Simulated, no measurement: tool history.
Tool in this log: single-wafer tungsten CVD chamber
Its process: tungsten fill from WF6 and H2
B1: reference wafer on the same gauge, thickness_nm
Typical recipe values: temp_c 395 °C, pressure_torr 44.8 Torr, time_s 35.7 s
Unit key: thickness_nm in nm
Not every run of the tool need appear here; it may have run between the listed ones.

{"run": 1, "hour": 0.0, "temp_c": 395, "pressure_torr": 44.8, "time_s": 35.7, "B1": 129.913, "thickness_nm": 103.448}
{"run": 2, "hour": 14.3, "temp_c": 395, "pressure_torr": 44.8, "time_s": 35.7, "B1": 129.962, "thickness_nm": 103.405}
{"run": 3, "hour": 29.8, "temp_c": 395, "pressure_torr": 44.8, "time_s": 35.7, "B1": 129.905, "thickness_nm": 102.816}
{"run": 4, "hour": 39.2, "temp_c": 395, "pressure_torr": 44.8, "time_s": 35.7, "B1": 129.935, "thickness_nm": 103.128}
{"run": 5, "hour": 49.0, "temp_c": 395, "pressure_torr": 44.8, "time_s": 35.7, "B1": 129.981, "thickness_nm": 103.538}
{"run": 6, "hour": 61.1, "temp_c": 395, "pressure_torr": 44.8, "time_s": 35.7, "B1": 130.02, "thickness_nm": 102.999}
{"run": 7, "hour": 74.9, "temp_c": 395, "pressure_torr": 44.8, "time_s": 35.7, "B1": 130.158, "thickness_nm": 103.184}
{"run": 8, "hour": 81.5, "temp_c": 395, "pressure_torr": 44.8, "time_s": 35.7, "B1": 129.928, "thickness_nm": 102.337}
{"hour": 94.9, "done": "thermocouple changed; heater temperature recalibrated"}
{"run": 9, "hour": 97.6, "temp_c": 395, "pressure_torr": 44.8, "time_s": 35.7, "B1": 129.965, "thickness_nm": 118.026}
{"hour": 137.4, "done": "gauge calibrated"}
{"run": 10, "hour": 148.7, "temp_c": 395, "pressure_torr": 44.8, "time_s": 35.7, "B1": 129.931, "thickness_nm": 118.2}
{"run": 11, "hour": 166.2, "temp_c": 408, "pressure_torr": 55.9, "time_s": 31.9, "B1": 130.038, "thickness_nm": 146.485}
{"hour": 174.9, "done": "capacitance manometer re-zeroed and calibrated"}
{"hour": 179.7, "done": "showerhead replaced"}
{"run": 12, "hour": 180.2, "temp_c": 409, "pressure_torr": 35.6, "time_s": 30, "B1": 130.088, "thickness_nm": 121.753}
{"run": 13, "hour": 183.6, "temp_c": 395, "pressure_torr": 44.8, "time_s": 35.7, "B1": 129.938, "thickness_nm": 117.414}
{"run": 14, "hour": 195.0, "temp_c": 388, "pressure_torr": 47.9, "time_s": 39.4, "B1": 130.072, "thickness_nm": 113.2}
{"run": 15, "hour": 207.4, "temp_c": 395, "pressure_torr": 44.8, "time_s": 35.7, "B1": 129.964, "thickness_nm": 116.877}
{"run": 16, "hour": 213.7, "temp_c": 395, "pressure_torr": 44.8, "time_s": 35.7, "B1": 130.075, "thickness_nm": 116.348}
{"run": 17, "hour": 229.1, "temp_c": 385, "pressure_torr": 38, "time_s": 42.1, "B1": 130.021, "thickness_nm": 105.685}
{"run": 18, "hour": 240.8, "temp_c": 387, "pressure_torr": 39.1, "time_s": 41.1, "B1": 130.052, "thickness_nm": 107.562}
{"run": 19, "hour": 250.2, "temp_c": 395, "pressure_torr": 36.6, "time_s": 35.7, "B1": 130.017, "thickness_nm": 110.064}

Consider 3 possible next runs. They are alternatives, not a sequence: every one starts from the tool as it was left by run 19. What does each give?
{"run": "A", "hour": 250.6, "temp_c": 395, "pressure_torr": 44.8, "time_s": 35.7, "B1": "?", "thickness_nm": "?"}
{"run": "B", "hour": 250.6, "temp_c": 395, "pressure_torr": 33.8, "time_s": 35.7, "B1": "?", "thickness_nm": "?"}
{"run": "C", "hour": 250.6, "temp_c": 390, "pressure_torr": 39.6, "time_s": 41.7, "B1": "?", "thickness_nm": "?"}

run=A B1=130.008 thickness_nm=116.324
run=B B1=130.008 thickness_nm=107.191
run=C B1=130.008 thickness_nm=117.558
What these runs would have given with no unlogged condition in the tool:
run=A thickness_nm=117.01
run=B thickness_nm=107.823
run=C thickness_nm=118.28
